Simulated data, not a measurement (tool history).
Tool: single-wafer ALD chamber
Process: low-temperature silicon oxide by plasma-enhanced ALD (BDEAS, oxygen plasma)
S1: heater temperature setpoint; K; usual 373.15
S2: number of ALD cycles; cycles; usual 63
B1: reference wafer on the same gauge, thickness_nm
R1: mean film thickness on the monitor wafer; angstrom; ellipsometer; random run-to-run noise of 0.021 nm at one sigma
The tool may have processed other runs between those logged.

run 1 hour=0 | S1=373.15 S2=56 | B1=7.668 | R1=72.26
run 2 hour=30.2 | S1=373.15 S2=57 | B1=7.655 | R1=73.62
run 3 hour=62.8 | S1=373.15 S2=63 | B1=7.659 | R1=81.05
run 4 hour=131.4 | S1=364.15 S2=63 | B1=7.639 | R1=83.46
run 5 hour=190.6 | S1=364.15 S2=63 | B1=7.631 | R1=83.42
run 6 hour=365.3 | S1=364.15 S2=63 | B1=7.588 | R1=82.98
run 7 hour=414.3 | S1=376.15 S2=72 | B1=7.579 | R1=91.31
-- hour=475.7 gauge calibrated
run 8 hour=476 | S1=373.15 S2=63 | B1=7.706 | R1=81.59
run 9 hour=544.6 | S1=373.15 S2=63 | B1=7.71 | R1=81.51
run 10 hour=570.6 | S1=373.15 S2=63 | B1=7.702 | R1=81.81
run 11 hour=625.9 | S1=384.15 S2=66 | B1=7.711 | R1=84.15
run 12 hour=665.3 | S1=378.15 S2=54 | B1=7.692 | R1=69.28
-- hour=684.6 thermocouple changed; heater temperature recalibrated
run 13 hour=732.2 | S1=364.15 S2=63 | B1=7.704 | R1=83.73
run 14 hour=768.3 | S1=373.15 S2=63 | B1=7.693 | R1=81.07
run 15 hour=838.8 | S1=364.15 S2=63 | B1=7.695 | R1=83.59
run 16 hour=873.3 | S1=359.15 S2=74 | B1=7.681 | R1=100.41
run 17 hour=906 | S1=373.15 S2=75 | B1=7.681 | R1=96.91
run 18 hour=968.6 | S1=361.15 S2=63 | B1=7.677 | R1=84.79
run 19 hour=1077.3 | S1=373.15 S2=63 | B1=7.657 | R1=81.25
run 20 hour=1120.7 | S1=373.15 S2=54 | B1=7.644 | R1=69.82
run 21 hour=1182.1 | S1=363.15 S2=56 | B1=7.636 | R1=74.86

Consider 4 possible next runs. They are alternatives, not a sequence: every one starts from the tool as it was left by run 21. What does each give?
run A hour=1182.6 | S1=373.15 S2=53 | B1=? | R1=?
run B hour=1182.6 | S1=380.15 S2=54 | B1=? | R1=?
run C hour=1182.6 | S1=360.15 S2=51 | B1=? | R1=?
run D hour=1182.6 | S1=384.15 S2=73 | B1=? | R1=?

run=A B1=7.637 R1=68.25
run=B B1=7.637 R1=68.72
run=C B1=7.637 R1=68.57
run=D B1=7.637 R1=92.26
Without the tool's unlogged condition, the same runs would have read:
run=A R1=68.89
run=B R1=69.36
run=C R1=69.21
run=D R1=93.12
